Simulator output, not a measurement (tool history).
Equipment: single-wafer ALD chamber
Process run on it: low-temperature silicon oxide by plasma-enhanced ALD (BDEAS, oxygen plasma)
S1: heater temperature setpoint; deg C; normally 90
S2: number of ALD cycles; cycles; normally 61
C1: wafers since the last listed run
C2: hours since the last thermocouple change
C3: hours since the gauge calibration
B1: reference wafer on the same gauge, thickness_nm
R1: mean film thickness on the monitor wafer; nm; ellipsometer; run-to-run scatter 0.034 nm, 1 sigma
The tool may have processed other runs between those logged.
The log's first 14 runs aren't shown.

run,hour,S1,S2,C1,C2,C3,B1,R1
# hour 647.3: thermocouple changed; heater temperature recalibrated
15,673.8,93,61,118,26.5,636.6,10.786,9.717
16,698.4,81,51,76,51.1,661.2,10.774,8.594
17,760.4,81,58,192,113.1,723.2,10.778,9.784
18,831.8,86,51,221,184.5,794.6,10.782,8.433
19,885.1,81,57,165,237.8,847.9,10.780,9.577
20,1009.3,90,61,385,362.0,972.1,10.781,9.973
21,1063.8,78,71,169,416.5,1026.6,10.786,12.104
22,1131.4,90,61,209,484.1,1094.2,10.765,10.024
23,1156.6,80,67,78,509.3,1119.4,10.798,11.349
# hour 1185.9: gauge calibrated
24,1186.8,90,61,93,539.5,0.9,10.789,10.002
25,1212.9,95,65,80,565.6,27.0,10.794,10.461
26,1254.1,90,61,127,606.8,68.2,10.780,9.970
27,1325.3,86,61,220,678.0,139.4,10.772,10.223
28,1368.4,90,61,133,721.1,182.5,10.773,10.076
29,1434.1,76,72,203,786.8,248.2,10.782,12.438
30,1575.0,81,51,436,927.7,389.1,10.762,8.673
31,1638.7,103,55,197,991.4,452.8,10.781,8.618

Here are 3 independent what-if runs from the current tool condition. What would each one return?
A,1639.2,90,61,1,991.9,453.3,?,?
B,1639.2,105,65,1,991.9,453.3,?,?
C,1639.2,104,65,1,991.9,453.3,?,?

run,B1,R1
A,10.789,10.057
B,10.789,10.132
C,10.789,10.153
What these runs would have given with no unlogged condition in the tool:
run,R1
A,9.893
B,10.044
C,10.065
